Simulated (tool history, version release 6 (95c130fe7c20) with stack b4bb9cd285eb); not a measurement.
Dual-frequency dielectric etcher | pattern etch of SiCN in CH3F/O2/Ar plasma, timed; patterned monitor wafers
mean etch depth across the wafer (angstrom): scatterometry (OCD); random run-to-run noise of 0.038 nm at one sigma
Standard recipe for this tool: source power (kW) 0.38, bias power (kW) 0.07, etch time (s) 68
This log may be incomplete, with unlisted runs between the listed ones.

run   hour  source power (kW)  bias power (kW)  etch time (s)  wafers since the last listed run  hours since the last wet clean  hours since the last source power generator calibration  hours since the last bias power generator calibration  hours since the last upper electrode change  hours since the gauge calibration  read-back reference wafer on the same gauge, depth_nm  mean etch depth across the wafer (angstrom)
  1      0               0.38             0.07             68                                 0                           173.3                                                   2151.8                                                 4220.6                                       4756.9                              636.8                                                  27.73                                        252.1
  2   19.1               0.38             0.07             68                               275                           192.4                                                   2170.9                                                 4239.7                                         4776                              655.9                                                   27.7                                        252.1
  3     37               0.38            0.056           55.5                               258                           210.3                                                   2188.8                                                 4257.6                                       4793.9                              673.8                                                  27.71                                        191.8
  4   65.9               0.38            0.056           55.5                               417                           239.2                                                   2217.7                                                 4286.5                                       4822.8                              702.7                                                  27.72                                        191.9
  5   86.3               0.38             0.07             68                               294                           259.6                                                   2238.1                                                 4306.9                                       4843.2                              723.1                                                  27.69                                        252.4
     125.8  -- upper electrode replaced
  6  126.3               0.38             0.07           82.5                               231                           299.6                                                   2278.1                                                 4346.9                                          0.5                              763.1                                                  27.71                                        306.1
  7  148.9                0.4             0.07             68                               326                           322.2                                                   2300.7                                                 4369.5                                         23.1                              785.7                                                  27.68                                        257.4
  8  174.1                0.4             0.07             68                               364                           347.4                                                   2325.9                                                 4394.7                                         48.3                              810.9                                                  27.69                                        257.4
  9  202.9               0.38            0.078             68                               416                           376.2                                                   2354.7                                                 4423.5                                         77.1                              839.7                                                   27.7                                        262.3
     216.3  -- gauge calibrated
 10  222.5               0.38             0.07             68                               283                           395.8                                                   2374.3                                                 4443.1                                         96.7                                6.2                                                  27.69                                        253.5
 11  241.8               0.38             0.06           75.5                               278                           415.1                                                   2393.6                                                 4462.4                                          116                               25.5                                                   27.7                                        267.7
 12  261.8                0.3            0.079           51.5                               288                           435.1                                                   2413.6                                                 4482.4                                          136                               45.5                                                  27.71                                        185.5
     276.7  -- bias power generator calibrated
 13  296.4               0.33             0.07             68                               442                           469.7                                                   2448.2                                                   19.7                                        170.6                               80.1                                                  27.68                                        242.3
 14  323.2               0.38             0.07           61.5                               387                           496.5                                                     2475                                                   46.5                                        197.4                              106.9                                                   27.7                                          230
 15  342.8               0.38             0.07             68                               283                           516.1                                                   2494.6                                                   66.1                                          217                              126.5                                                  27.71                                        254.2
 16  362.1               0.38             0.07             68                               278                           535.4                                                   2513.9                                                   85.4                                        236.3                              145.8                                                  27.71                                        254.5
 17  378.3               0.46            0.086             68                               234                           551.6                                                   2530.1                                                  101.6                                        252.5                                162                                                  27.68                                        289.6
     404.6  -- wet clean of the chamber
 18  405.1               0.38            0.084             62                                40                             0.5                                                   2556.9                                                  128.4                                        279.3                              188.8                                                   27.7                                        244.3
 19  414.7               0.38             0.07           79.5                               138                            10.1                                                   2566.5                                                    138                                        288.9                              198.4                                                  27.71                                        294.5
 20  450.2               0.31             0.07             68                               512                            45.6                                                     2602                                                  173.5                                        324.4                              233.9                                                  27.72                                        235.6
       505  -- source power generator calibrated
 21  537.2               0.42             0.07             68                              1199                           132.6                                                     32.2                                                  260.5                                        411.4                              320.9                                                   27.7                                        264.2
 22  552.5               0.38             0.07             68                               221                           147.9                                                     47.5                                                  275.8                                        426.7                              336.2                                                  27.71                                        256.2
 23  570.5               0.38             0.07             68                               260                           165.9                                                     65.5                                                  293.8                                        444.7                              354.2                                                   27.7                                          256

Run 24, settings as shown, results not yet in. Your forecast:
 24  592.9               0.38             0.07             68                               323                           188.3                                                     87.9                                                  316.2                                        467.1                              376.6                                                      ?                                            ?

Run 24 came out at read-back reference wafer on the same gauge, depth_nm 27.7, mean etch depth across the wafer (angstrom) 255.5.
If the tool had no hidden condition, the same run with the same run-to-run variation would have returned mean etch depth across the wafer (angstrom) 255.3.
